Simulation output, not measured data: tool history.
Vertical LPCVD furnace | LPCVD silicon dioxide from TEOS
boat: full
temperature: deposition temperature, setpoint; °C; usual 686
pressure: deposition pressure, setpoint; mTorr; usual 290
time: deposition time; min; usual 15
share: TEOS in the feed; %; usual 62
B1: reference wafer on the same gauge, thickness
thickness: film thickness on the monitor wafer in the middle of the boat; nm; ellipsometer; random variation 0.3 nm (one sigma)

{"run": 1, "hour": 0.0, "temperature": 686, "pressure": 330, "time": 15, "share": 62, "B1": 57.82, "thickness": 74.37}
{"run": 2, "hour": 70.0, "temperature": 686, "pressure": 330, "time": 15, "share": 62, "B1": 57.89, "thickness": 74.56}
{"run": 3, "hour": 149.0, "temperature": 686, "pressure": 290, "time": 17, "share": 62, "B1": 57.97, "thickness": 79.29}
{"run": 4, "hour": 213.6, "temperature": 686, "pressure": 290, "time": 15, "share": 65, "B1": 58.13, "thickness": 71.38}
{"run": 5, "hour": 313.5, "temperature": 681, "pressure": 290, "time": 15, "share": 62, "B1": 58.26, "thickness": 62.24}
{"run": 6, "hour": 361.3, "temperature": 681, "pressure": 290, "time": 15, "share": 62, "B1": 58.3, "thickness": 62.31}
{"hour": 378.4, "done": "gauge calibrated"}
{"run": 7, "hour": 408.9, "temperature": 681, "pressure": 290, "time": 15, "share": 62, "B1": 56.49, "thickness": 60.61}
{"hour": 464.5, "done": "pressure gauge zeroed"}
{"run": 8, "hour": 471.7, "temperature": 677, "pressure": 290, "time": 15, "share": 62, "B1": 56.6, "thickness": 54.64}
{"run": 9, "hour": 515.3, "temperature": 677, "pressure": 290, "time": 15, "share": 62, "B1": 56.52, "thickness": 54.55}
{"run": 10, "hour": 563.5, "temperature": 677, "pressure": 290, "time": 15, "share": 62, "B1": 56.55, "thickness": 54.51}
{"run": 11, "hour": 600.1, "temperature": 696, "pressure": 290, "time": 15, "share": 62, "B1": 56.45, "thickness": 86.16}
{"hour": 642.1, "done": "TEOS flow controller replaced"}
{"run": 12, "hour": 679.7, "temperature": 686, "pressure": 290, "time": 15, "share": 62, "B1": 56.45, "thickness": 68.09}
{"run": 13, "hour": 759.2, "temperature": 679, "pressure": 290, "time": 15, "share": 62, "B1": 56.55, "thickness": 57.72}
{"run": 14, "hour": 836.0, "temperature": 686, "pressure": 290, "time": 15, "share": 62, "B1": 56.52, "thickness": 67.96}
{"run": 15, "hour": 921.4, "temperature": 679, "pressure": 290, "time": 18, "share": 71, "B1": 56.53, "thickness": 73.47}
{"run": 16, "hour": 996.2, "temperature": 686, "pressure": 260, "time": 15, "share": 62, "B1": 56.55, "thickness": 64.56}
{"run": 17, "hour": 1060.3, "temperature": 696, "pressure": 225, "time": 13, "share": 56, "B1": 56.69, "thickness": 62.83}
{"hour": 1127.2, "done": "thermocouples replaced and temperature profile calibrated"}
{"run": 18, "hour": 1153.9, "temperature": 686, "pressure": 335, "time": 11, "share": 62, "B1": 56.64, "thickness": 53.96}
{"run": 19, "hour": 1283.5, "temperature": 686, "pressure": 290, "time": 9, "share": 62, "B1": 56.83, "thickness": 40.71}
{"run": 20, "hour": 1324.7, "temperature": 679, "pressure": 230, "time": 19, "share": 62, "B1": 56.85, "thickness": 64.91}
{"run": 21, "hour": 1372.6, "temperature": 686, "pressure": 320, "time": 15, "share": 65, "B1": 56.78, "thickness": 73.77}
{"run": 22, "hour": 1434.0, "temperature": 695, "pressure": 290, "time": 16.5, "share": 72, "B1": 56.86, "thickness": 100}
{"run": 23, "hour": 1504.6, "temperature": 686, "pressure": 290, "time": 15, "share": 57, "B1": 56.96, "thickness": 65.3}
{"run": 24, "hour": 1543.5, "temperature": 680, "pressure": 290, "time": 15, "share": 66, "B1": 56.99, "thickness": 61.41}
{"run": 25, "hour": 1631.4, "temperature": 691, "pressure": 290, "time": 15, "share": 62, "B1": 57.03, "thickness": 77.21}
{"run": 26, "hour": 1707.5, "temperature": 695, "pressure": 290, "time": 15, "share": 62, "B1": 57.01, "thickness": 85.13}
{"run": 27, "hour": 1774.7, "temperature": 686, "pressure": 320, "time": 15, "share": 53, "B1": 57.12, "thickness": 66.63}
{"run": 28, "hour": 1820.6, "temperature": 686, "pressure": 290, "time": 15, "share": 62, "B1": 57.23, "thickness": 68.73}
{"run": 29, "hour": 1876.8, "temperature": 686, "pressure": 290, "time": 15, "share": 62, "B1": 57.22, "thickness": 69.26}
{"run": 30, "hour": 1942.0, "temperature": 686, "pressure": 345, "time": 15, "share": 53, "B1": 57.39, "thickness": 69.51}
{"run": 31, "hour": 2048.2, "temperature": 695, "pressure": 260, "time": 10.5, "share": 72, "B1": 57.42, "thickness": 61.57}

Forecast each of these 4 alternatives for the next run:
{"run": "A", "hour": 2052.4, "temperature": 686, "pressure": 290, "time": 15, "share": 62, "B1": "?", "thickness": "?"}
{"run": "B", "hour": 2052.4, "temperature": 686, "pressure": 290, "time": 19, "share": 62, "B1": "?", "thickness": "?"}
{"run": "C", "hour": 2052.4, "temperature": 686, "pressure": 290, "time": 15, "share": 70, "B1": "?", "thickness": "?"}
{"run": "D", "hour": 2052.4, "temperature": 686, "pressure": 225, "time": 15, "share": 65, "B1": "?", "thickness": "?"}

run=A B1=57.51 thickness=68.94
run=B B1=57.51 thickness=87.32
run=C B1=57.51 thickness=73.25
run=D B1=57.51 thickness=62.17
Without the tool's hidden state the same runs would have given:
run=A thickness=68.06
run=B thickness=86.2
run=C thickness=72.31
run=D thickness=61.38
